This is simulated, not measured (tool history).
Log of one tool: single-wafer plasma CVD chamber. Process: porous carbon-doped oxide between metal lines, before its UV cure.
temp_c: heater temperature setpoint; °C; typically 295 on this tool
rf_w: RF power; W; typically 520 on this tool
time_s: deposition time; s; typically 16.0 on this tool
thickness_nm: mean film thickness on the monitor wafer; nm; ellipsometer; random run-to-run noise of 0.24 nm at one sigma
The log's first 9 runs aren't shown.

run	day	temp_c	rf_w	time_s	wafers since the last listed run	hours since the last thermocouple change	hours since the last RF generator calibration	hours since the showerhead was replaced	hours since the gauge calibration	read-back reference wafer on the same gauge, thickness_nm	thickness_nm
# day 24.250: RF generator calibrated
10	25.371	308	470	18.8	2047	170.7	26.9	4116.5	2219.8	104.705	94.868
11	27.600	295	605	16.0	1488	224.2	80.4	4170.0	2273.3	104.749	103.725
12	30.692	310	520	17.5	2064	298.4	154.6	4244.2	2347.5	104.625	93.943
13	32.442	304	520	17.3	1168	340.4	196.6	4286.2	2389.5	104.696	96.371
# day 34.142: showerhead replaced
14	35.571	282	520	16.0	1866	415.5	271.7	34.3	2464.6	104.668	100.204
15	38.350	295	615	17.7	1855	482.2	338.4	101.0	2531.3	104.726	116.055
16	42.188	295	520	13.4	2562	574.3	430.5	193.1	2623.4	104.694	79.041
17	45.896	295	520	16.0	2476	663.3	519.5	282.1	2712.4	104.591	93.404
18	49.629	301	440	13.6	2492	752.9	609.1	371.7	2802.0	104.643	67.822
19	53.188	286	555	17.7	2376	838.3	694.5	457.1	2887.4	104.704	113.997
20	57.250	283	625	14.7	2712	935.8	792.0	554.6	2984.9	104.694	105.057
# day 59.596: RF generator calibrated
21	60.400	295	520	18.8	1880	1011.4	19.3	630.2	3060.5	104.701	109.760
22	62.650	295	520	16.0	1502	1065.4	73.3	684.2	3114.5	104.736	94.205
# day 64.133: gauge calibrated
23	65.067	306	520	16.0	1613	1123.4	131.3	742.2	22.4	104.653	89.112
24	67.679	304	420	16.0	1744	1186.1	194.0	804.9	85.1	104.659	75.734
25	71.946	306	465	13.5	2849	1288.5	296.4	907.3	187.5	104.713	69.762
26	76.283	295	520	16.0	2896	1392.6	400.5	1011.4	291.6	104.738	94.361
27	81.025	295	520	16.0	3166	1506.4	514.3	1125.2	405.4	104.656	94.760
# day 82.500: thermocouple changed; heater temperature recalibrated
28	87.733	299	450	16.0	4256	125.6	675.3	1286.2	566.4	104.734	81.372
# day 89.254: RF generator calibrated
29	91.475	295	520	16.0	2275	215.4	53.3	1376.0	656.2	104.778	93.745
30	95.933	310	520	17.5	2977	322.4	160.3	1483.0	763.2	104.720	94.250
31	97.871	304	590	13.7	1293	368.9	206.8	1529.5	809.7	104.689	84.105
32	102.217	302	575	17.8	2901	473.2	311.1	1633.8	914.0	104.811	107.439
33	104.921	300	475	16.0	1805	538.1	376.0	1698.7	978.9	104.695	85.356
34	106.746	295	520	17.8	1218	581.9	419.8	1742.5	1022.7	104.774	104.208

Here are 4 independent what-if runs from the current tool condition. What would each one return?
A	106.762	295	520	16.0	11	582.3	420.2	1742.9	1023.1	?	?
B	106.762	303	575	12.9	11	582.3	420.2	1742.9	1023.1	?	?
C	106.762	281	520	13.3	11	582.3	420.2	1742.9	1023.1	?	?
D	106.762	280	415	18.7	11	582.3	420.2	1742.9	1023.1	?	?

run	read-back reference wafer on the same gauge, thickness_nm	thickness_nm
A	104.699	93.737
B	104.699	78.640
C	104.699	84.542
D	104.699	98.465
Without the tool's unlogged condition, the same runs would have read:
run	thickness_nm
A	93.471
B	78.427
C	84.285
D	98.166

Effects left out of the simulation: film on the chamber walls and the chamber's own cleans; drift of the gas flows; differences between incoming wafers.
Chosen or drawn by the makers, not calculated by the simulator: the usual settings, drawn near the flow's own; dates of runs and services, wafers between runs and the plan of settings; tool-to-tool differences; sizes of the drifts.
